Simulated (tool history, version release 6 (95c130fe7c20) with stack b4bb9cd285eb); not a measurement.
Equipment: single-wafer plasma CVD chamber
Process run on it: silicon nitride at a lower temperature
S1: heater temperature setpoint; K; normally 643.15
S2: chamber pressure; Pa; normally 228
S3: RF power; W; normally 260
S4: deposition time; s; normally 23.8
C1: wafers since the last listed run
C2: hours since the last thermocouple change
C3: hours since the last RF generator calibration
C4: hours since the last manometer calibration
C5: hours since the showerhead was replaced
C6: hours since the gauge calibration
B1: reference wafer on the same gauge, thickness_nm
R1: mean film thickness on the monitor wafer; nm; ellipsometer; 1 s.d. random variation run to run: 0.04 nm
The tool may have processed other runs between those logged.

run,hour,S1,S2,S3,S4,C1,C2,C3,C4,C5,C6,B1,R1
1,0,643.15,228,260,23.8,0,2043.7,1136.9,2132.2,7549.7,105.9,23.497,23.025
2,98.7,643.15,228,260,23.8,2544,2142.4,1235.6,2230.9,7648.4,204.6,23.509,22.902
3,183.1,643.15,228,260,23.8,2176,2226.8,1320,2315.3,7732.8,289,23.496,22.827
4,235.1,643.15,228,260,23.8,1340,2278.8,1372,2367.3,7784.8,341,23.496,22.855
5,320.1,643.15,228,260,23.8,2191,2363.8,1457,2452.3,7869.8,426,23.512,22.679
# hour 374.6: thermocouple changed; heater temperature recalibrated
6,396.7,643.15,228,260,23.8,1768,22.1,1533.6,2528.9,7946.4,502.6,23.501,22.615
7,441.2,643.15,228,260,23.8,1147,66.6,1578.1,2573.4,7990.9,547.1,23.511,22.578
# hour 467.7: showerhead replaced
# hour 493.4: gauge calibrated
8,522,632.15,228,260,23.8,1877,147.4,1658.9,2654.2,54.3,28.6,23.493,22.561
# hour 578.1: capacitance manometer re-zeroed and calibrated
9,588.5,643.15,228,260,23.8,1508,213.9,1725.4,10.4,120.8,95.1,23.487,22.834
10,687.3,643.15,205,260,23.8,2547,312.7,1824.2,109.2,219.6,193.9,23.507,22.173
11,729,643.15,228,260,26.3,1075,354.4,1865.9,150.9,261.3,235.6,23.491,25.071
12,813.9,630.15,204,215,25,2189,439.3,1950.8,235.8,346.2,320.5,23.482,19.746
13,861.2,643.15,228,305,23.8,1219,486.6,1998.1,283.1,393.5,367.8,23.501,25.659
# hour 951.1: RF generator calibrated
14,951.6,654.15,228,260,23.8,2124,577,0.5,373.5,483.9,458.2,23.503,23.412
15,1043.2,647.15,228,260,27.6,2361,668.6,92.1,465.1,575.5,549.8,23.482,27.132
# hour 1060.7: gauge calibrated
16,1100.8,643.15,228,260,23.8,1485,726.2,149.7,522.7,633.1,40.1,23.493,23.479
17,1196.6,656.15,228,300,21.8,2470,822,245.5,618.5,728.9,135.9,23.516,23.996

Measured result minus the same run's result without the hidden state. Both carry the same run-to-run variation, though not necessarily the same gauge scatter:
Hidden conditions of the tool in this case: wafer temperature above the value expected at the setpoint (K); delivered RF power above the setpoint (%); true pressure above the setpoint (%); gauge reads high (%).
run,R1
1,-0.521
2,-0.6
3,-0.672
4,-0.721
5,-0.799
6,-0.876
7,-0.922
8,-1.011
9,-0.672
10,-0.736
11,-0.876
12,-0.8
13,-0.984
14,-0.019
15,-0.029
16,-0.032
17,-0.043
